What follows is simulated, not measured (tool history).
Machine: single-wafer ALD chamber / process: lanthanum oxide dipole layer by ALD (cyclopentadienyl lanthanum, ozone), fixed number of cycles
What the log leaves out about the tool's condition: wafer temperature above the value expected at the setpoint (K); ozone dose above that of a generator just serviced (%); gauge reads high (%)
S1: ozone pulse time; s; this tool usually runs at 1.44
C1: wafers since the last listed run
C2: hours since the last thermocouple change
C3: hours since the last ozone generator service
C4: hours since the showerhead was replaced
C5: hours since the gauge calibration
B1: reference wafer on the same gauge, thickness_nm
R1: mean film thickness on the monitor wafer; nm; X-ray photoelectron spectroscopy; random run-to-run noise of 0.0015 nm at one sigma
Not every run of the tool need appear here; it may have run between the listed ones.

run 1 hour=0 | S1=1.44 | C1=0 C2=1814.7 C3=1583.4 C4=5506.3 C5=212.2 | B1=0.524 | R1=0.559
-- hour=5.9 gauge calibrated
run 2 hour=17.5 | S1=1.67 | C1=390 C2=1832.2 C3=1600.9 C4=5523.8 C5=11.6 | B1=0.525 | R1=0.57
run 3 hour=53 | S1=1.67 | C1=791 C2=1867.7 C3=1636.4 C4=5559.3 C5=47.1 | B1=0.524 | R1=0.569
run 4 hour=64.5 | S1=1.44 | C1=256 C2=1879.2 C3=1647.9 C4=5570.8 C5=58.6 | B1=0.523 | R1=0.56
run 5 hour=71.8 | S1=1.44 | C1=162 C2=1886.5 C3=1655.2 C4=5578.1 C5=65.9 | B1=0.524 | R1=0.56
run 6 hour=79.1 | S1=1.44 | C1=162 C2=1893.8 C3=1662.5 C4=5585.4 C5=73.2 | B1=0.524 | R1=0.559
run 7 hour=92.6 | S1=1.75 | C1=301 C2=1907.3 C3=1676 C4=5598.9 C5=86.7 | B1=0.523 | R1=0.571
run 8 hour=108.8 | S1=1.75 | C1=361 C2=1923.5 C3=1692.2 C4=5615.1 C5=102.9 | B1=0.524 | R1=0.574
run 9 hour=126.8 | S1=1.75 | C1=401 C2=1941.5 C3=1710.2 C4=5633.1 C5=120.9 | B1=0.524 | R1=0.574
run 10 hour=149.5 | S1=1.44 | C1=506 C2=1964.2 C3=1732.9 C4=5655.8 C5=143.6 | B1=0.524 | R1=0.56
-- hour=161.5 ozone generator serviced
run 11 hour=162.9 | S1=1.56 | C1=120 C2=1977.6 C3=1.4 C4=5669.2 C5=157 | B1=0.523 | R1=0.586
run 12 hour=169.8 | S1=1.84 | C1=153 C2=1984.5 C3=8.3 C4=5676.1 C5=163.9 | B1=0.524 | R1=0.598
run 13 hour=185.6 | S1=1.07 | C1=352 C2=2000.3 C3=24.1 C4=5691.9 C5=179.7 | B1=0.524 | R1=0.569
run 14 hour=200.6 | S1=1.44 | C1=334 C2=2015.3 C3=39.1 C4=5706.9 C5=194.7 | B1=0.524 | R1=0.586
run 15 hour=209.5 | S1=1.44 | C1=198 C2=2024.2 C3=48 C4=5715.8 C5=203.6 | B1=0.524 | R1=0.582
run 16 hour=227.4 | S1=1.93 | C1=399 C2=2042.1 C3=65.9 C4=5733.7 C5=221.5 | B1=0.524 | R1=0.596
-- hour=228.8 gauge calibrated
run 17 hour=241 | S1=1.9 | C1=303 C2=2055.7 C3=79.5 C4=5747.3 C5=12.2 | B1=0.524 | R1=0.595
run 18 hour=251.6 | S1=1.03 | C1=236 C2=2066.3 C3=90.1 C4=5757.9 C5=22.8 | B1=0.524 | R1=0.562
run 19 hour=262 | S1=0.94 | C1=231 C2=2076.7 C3=100.5 C4=5768.3 C5=33.2 | B1=0.524 | R1=0.558
-- hour=277.5 thermocouple changed; heater temperature recalibrated
-- hour=292.8 showerhead replaced
run 20 hour=315.1 | S1=1.04 | C1=827 C2=37.6 C3=153.6 C4=22.3 C5=86.3 | B1=0.524 | R1=0.561
run 21 hour=325 | S1=1.11 | C1=220 C2=47.5 C3=163.5 C4=32.2 C5=96.2 | B1=0.524 | R1=0.564
run 22 hour=341.9 | S1=1.79 | C1=376 C2=64.4 C3=180.4 C4=49.1 C5=113.1 | B1=0.523 | R1=0.59
run 23 hour=351.1 | S1=1.44 | C1=205 C2=73.6 C3=189.6 C4=58.3 C5=122.3 | B1=0.525 | R1=0.578
run 24 hour=365.8 | S1=1.19 | C1=327 C2=88.3 C3=204.3 C4=73 C5=137 | B1=0.524 | R1=0.57
run 25 hour=374.5 | S1=1.44 | C1=194 C2=97 C3=213 C4=81.7 C5=145.7 | B1=0.524 | R1=0.58
run 26 hour=382.6 | S1=1.71 | C1=180 C2=105.1 C3=221.1 C4=89.8 C5=153.8 | B1=0.524 | R1=0.587
run 27 hour=390 | S1=1.44 | C1=165 C2=112.5 C3=228.5 C4=97.2 C5=161.2 | B1=0.524 | R1=0.578
run 28 hour=401.5 | S1=1.77 | C1=256 C2=124 C3=240 C4=108.7 C5=172.7 | B1=0.524 | R1=0.588
run 29 hour=409.7 | S1=1.14 | C1=182 C2=132.2 C3=248.2 C4=116.9 C5=180.9 | B1=0.524 | R1=0.564
run 30 hour=424.1 | S1=1.1 | C1=321 C2=146.6 C3=262.6 C4=131.3 C5=195.3 | B1=0.524 | R1=0.561

Describe how what the log doesn't record of the tool's condition differs between the last listed run preceding each entry between runs and the first listed run following it.
After run 1, before run 2: gauge calibrated (hour 5.9)
  ozone dose above that of a generator just serviced (%): -36.7 -> -36.8
  measured minus no-state result, R1: -0.024 -> -0.021 nm
After run 10, before run 11: ozone generator serviced (hour 161.5)
  ozone dose above that of a generator just serviced (%): -37.3 -> -0.96
  measured minus no-state result, R1: -0.025 -> -0.001 nm
After run 16, before run 17: gauge calibrated (hour 228.8)
  ozone dose above that of a generator just serviced (%): -4.65 -> -5.38
  measured minus no-state result, R1: -0.002 -> -0.002 nm
After run 19, before run 20: thermocouple changed; heater temperature recalibrated (hour 277.5); showerhead replaced (hour 292.8)
  ozone dose above that of a generator just serviced (%): -6.47 -> -9.08
  measured minus no-state result, R1: -0.005 -> -0.006 nm
